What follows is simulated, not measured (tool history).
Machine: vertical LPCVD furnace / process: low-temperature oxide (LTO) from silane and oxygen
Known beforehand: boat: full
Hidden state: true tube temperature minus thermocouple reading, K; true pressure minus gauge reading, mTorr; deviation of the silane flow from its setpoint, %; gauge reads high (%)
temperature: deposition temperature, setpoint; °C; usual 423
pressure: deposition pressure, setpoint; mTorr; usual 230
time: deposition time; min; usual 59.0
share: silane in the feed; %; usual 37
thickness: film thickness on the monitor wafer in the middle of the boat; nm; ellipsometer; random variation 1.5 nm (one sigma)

run,hour,temperature,pressure,time,share,wafers since the last listed run,hours since the last temperature calibration,hours since the pressure gauge was zeroed,hours since the silane flow controller was replaced,hours since the gauge calibration,"read-back reference wafer on the same gauge, thickness",thickness
1,0.0,423,230,69.0,37,0,4220.1,3979.0,4851.8,452.8,762.03,771.96
2,16.6,423,275,59.0,42,174,4236.7,3995.6,4868.4,469.4,761.74,919.52
3,52.5,423,230,59.0,37,377,4272.6,4031.5,4904.3,505.3,761.71,657.65
4,83.4,423,230,59.0,37,324,4303.5,4062.4,4935.2,536.2,762.40,661.12
5,115.8,423,230,59.0,37,340,4335.9,4094.8,4967.6,568.6,762.19,659.17
6,150.5,423,230,59.0,37,364,4370.6,4129.5,5002.3,603.3,762.19,655.97
7,176.9,423,230,59.0,37,277,4397.0,4155.9,5028.7,629.7,762.60,654.52
8,207.6,423,230,59.0,37,322,4427.7,4186.6,5059.4,660.4,762.10,653.81
9,230.9,416,230,59.0,37,244,4451.0,4209.9,5082.7,683.7,761.98,610.94
10,262.6,430,230,59.0,37,333,4482.7,4241.6,5114.4,715.4,761.46,706.05
11,275.3,423,200,59.0,37,133,4495.4,4254.3,5127.1,728.1,762.11,565.98
12,305.8,423,200,59.0,37,320,4525.9,4284.8,5157.6,758.6,761.81,565.17
# hour 319.7: gauge calibrated
13,327.8,423,200,59.0,37,231,4547.9,4306.8,5179.6,8.1,762.07,562.58
14,352.8,431,205,43.0,30,262,4572.9,4331.8,5204.6,33.1,761.47,348.15
15,365.0,423,230,59.0,44,128,4585.1,4344.0,5216.8,45.3,762.17,793.52
16,385.9,423,230,50.0,37,219,4606.0,4364.9,5237.7,66.2,761.73,553.94
17,416.5,423,230,59.0,37,321,4636.6,4395.5,5268.3,96.8,762.14,653.01
# hour 440.5: silane flow controller replaced
18,495.2,427,230,59.0,44,574,4715.3,4474.2,54.7,175.5,762.37,820.75
# hour 526.4: thermocouples replaced and temperature profile calibrated
19,526.9,433,230,45.5,34,80,0.5,4505.9,86.4,207.2,762.07,501.89
20,536.4,423,230,59.0,37,99,10.0,4515.4,95.9,216.7,762.48,649.91
21,548.8,423,230,59.0,37,130,22.4,4527.8,108.3,229.1,761.62,650.62
# hour 593.7: pressure gauge zeroed
22,594.2,423,190,59.0,41,224,67.8,0.5,153.7,274.5,762.14,640.26
23,602.2,433,185,45.5,41,84,75.8,8.5,161.7,282.5,761.94,529.99
24,625.2,423,230,59.0,37,241,98.8,31.5,184.7,305.5,761.91,685.89
25,653.9,423,230,59.0,37,301,127.5,60.2,213.4,334.2,761.91,688.45
26,726.9,419,185,40.0,37,767,200.5,133.2,286.4,407.2,762.32,359.27
27,760.3,423,270,59.0,40,351,233.9,166.6,319.8,440.6,761.75,887.75
28,774.7,423,275,81.0,37,151,248.3,181.0,334.2,455.0,761.97,1131.06
29,807.7,423,230,59.0,37,346,281.3,214.0,367.2,488.0,762.12,687.26
30,842.8,429,190,72.5,37,368,316.4,249.1,402.3,523.1,761.94,742.19
31,859.7,423,270,59.0,37,177,333.3,266.0,419.2,540.0,761.95,811.98

Each row is a separate what-if for the run after 31, all from the same tool condition, not one after another. Results?
A,864.8,423,230,59.0,37,53,338.4,271.1,424.3,545.1,?,?
B,864.8,414,230,69.5,35,53,338.4,271.1,424.3,545.1,?,?
C,864.8,423,275,79.0,41,53,338.4,271.1,424.3,545.1,?,?
D,864.8,431,230,75.0,37,53,338.4,271.1,424.3,545.1,?,?

run,"read-back reference wafer on the same gauge, thickness",thickness
A,762.14,689.28
B,762.14,688.53
C,762.14,1242.45
D,762.14,950.50
With the hidden condition removed and each run's random variation left untouched, the same runs would have given:
run,thickness
A,693.06
B,692.31
C,1248.15
D,955.72
